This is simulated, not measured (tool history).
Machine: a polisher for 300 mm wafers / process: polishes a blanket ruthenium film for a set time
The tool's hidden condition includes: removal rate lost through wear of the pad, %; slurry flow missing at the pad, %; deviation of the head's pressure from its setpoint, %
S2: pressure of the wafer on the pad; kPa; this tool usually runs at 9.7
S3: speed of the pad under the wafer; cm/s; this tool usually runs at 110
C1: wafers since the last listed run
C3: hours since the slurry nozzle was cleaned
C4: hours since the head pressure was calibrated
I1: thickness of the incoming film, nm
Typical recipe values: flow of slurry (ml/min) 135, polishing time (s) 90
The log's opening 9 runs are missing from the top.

{"run": 10, "hour": 191.7, "flow of slurry (ml/min)": 135, "S2": 9.7, "S3": 110, "polishing time (s)": 90, "C1": 236, "wafers polished on this pad": 1040, "C3": 275.5, "C4": 307.4, "I1": 426.9, "film removed (nm)": 81.3}
{"run": 11, "hour": 211.7, "flow of slurry (ml/min)": 135, "S2": 9.7, "S3": 110, "polishing time (s)": 90, "C1": 203, "wafers polished on this pad": 1244, "C3": 295.5, "C4": 327.4, "I1": 432.3, "film removed (nm)": 81.7}
{"run": 12, "hour": 225.2, "flow of slurry (ml/min)": 135, "S2": 9.7, "S3": 110, "polishing time (s)": 90, "C1": 137, "wafers polished on this pad": 1381, "C3": 309.0, "C4": 340.9, "I1": 431.5, "film removed (nm)": 79.7}
{"hour": 243.8, "done": "worn pad replaced by a new one"}
{"run": 13, "hour": 244.3, "flow of slurry (ml/min)": 135, "S2": 7.6, "S3": 110, "polishing time (s)": 90, "C1": 153, "wafers polished on this pad": 4, "C3": 328.1, "C4": 360.0, "I1": 430.9, "film removed (nm)": 64.9}
{"run": 14, "hour": 257.0, "flow of slurry (ml/min)": 135, "S2": 9.7, "S3": 110, "polishing time (s)": 90, "C1": 129, "wafers polished on this pad": 134, "C3": 340.8, "C4": 372.7, "I1": 425.5, "film removed (nm)": 80.8}
{"run": 15, "hour": 287.9, "flow of slurry (ml/min)": 135, "S2": 9.7, "S3": 110, "polishing time (s)": 90, "C1": 314, "wafers polished on this pad": 448, "C3": 371.7, "C4": 403.6, "I1": 427.6, "film removed (nm)": 80.6}
{"run": 16, "hour": 305.8, "flow of slurry (ml/min)": 135, "S2": 9.7, "S3": 110, "polishing time (s)": 90, "C1": 182, "wafers polished on this pad": 631, "C3": 389.6, "C4": 421.5, "I1": 435.7, "film removed (nm)": 80.0}
{"run": 17, "hour": 339.2, "flow of slurry (ml/min)": 135, "S2": 9.7, "S3": 110, "polishing time (s)": 90, "C1": 340, "wafers polished on this pad": 971, "C3": 423.0, "C4": 454.9, "I1": 422.2, "film removed (nm)": 82.3}
{"run": 18, "hour": 363.0, "flow of slurry (ml/min)": 135, "S2": 9.7, "S3": 110, "polishing time (s)": 90, "C1": 242, "wafers polished on this pad": 1214, "C3": 446.8, "C4": 478.7, "I1": 425.1, "film removed (nm)": 82.3}
{"run": 19, "hour": 377.7, "flow of slurry (ml/min)": 135, "S2": 9.7, "S3": 110, "polishing time (s)": 90, "C1": 149, "wafers polished on this pad": 1363, "C3": 461.5, "C4": 493.4, "I1": 430.6, "film removed (nm)": 81.8}
{"hour": 393.6, "done": "worn pad replaced by a new one"}
{"run": 20, "hour": 400.3, "flow of slurry (ml/min)": 135, "S2": 6.9, "S3": 110, "polishing time (s)": 82, "C1": 189, "wafers polished on this pad": 67, "C3": 484.1, "C4": 516.0, "I1": 426.6, "film removed (nm)": 55.0}
{"run": 21, "hour": 428.7, "flow of slurry (ml/min)": 135, "S2": 9.7, "S3": 124, "polishing time (s)": 90, "C1": 289, "wafers polished on this pad": 357, "C3": 512.5, "C4": 544.4, "I1": 429.2, "film removed (nm)": 94.0}
{"run": 22, "hour": 461.3, "flow of slurry (ml/min)": 110, "S2": 7.6, "S3": 110, "polishing time (s)": 90, "C1": 332, "wafers polished on this pad": 689, "C3": 545.1, "C4": 577.0, "I1": 432.8, "film removed (nm)": 62.5}
{"run": 23, "hour": 494.9, "flow of slurry (ml/min)": 120, "S2": 12.4, "S3": 74, "polishing time (s)": 75, "C1": 342, "wafers polished on this pad": 1031, "C3": 578.7, "C4": 610.6, "I1": 423.0, "film removed (nm)": 57.6}
{"run": 24, "hour": 527.7, "flow of slurry (ml/min)": 105, "S2": 9.7, "S3": 110, "polishing time (s)": 90, "C1": 334, "wafers polished on this pad": 1365, "C3": 611.5, "C4": 643.4, "I1": 423.5, "film removed (nm)": 76.8}
{"hour": 539.7, "done": "slurry nozzle cleaned"}
{"run": 25, "hour": 543.7, "flow of slurry (ml/min)": 135, "S2": 12.4, "S3": 80, "polishing time (s)": 78, "C1": 152, "wafers polished on this pad": 1518, "C3": 4.0, "C4": 659.4, "I1": 432.4, "film removed (nm)": 66.5}
{"run": 26, "hour": 564.0, "flow of slurry (ml/min)": 95, "S2": 9.7, "S3": 110, "polishing time (s)": 106, "C1": 206, "wafers polished on this pad": 1725, "C3": 24.3, "C4": 679.7, "I1": 438.7, "film removed (nm)": 87.5}

Run 27 has not been measured yet. What should we expect?
{"hour": 568.5, "done": "worn pad replaced by a new one"}
{"hour": 588.2, "done": "head pressure recalibrated"}
{"run": 27, "hour": 594.3, "flow of slurry (ml/min)": 135, "S2": 9.7, "S3": 110, "polishing time (s)": 90, "C1": 247, "wafers polished on this pad": 242, "C3": 54.6, "C4": 6.1, "I1": 428.8, "film removed (nm)": "?"}

Run 27 gave film removed (nm) 76.5.
Take away the tool's hidden state, keep the run-to-run variation as it was, and the same run would have given film removed (nm) 75.6.
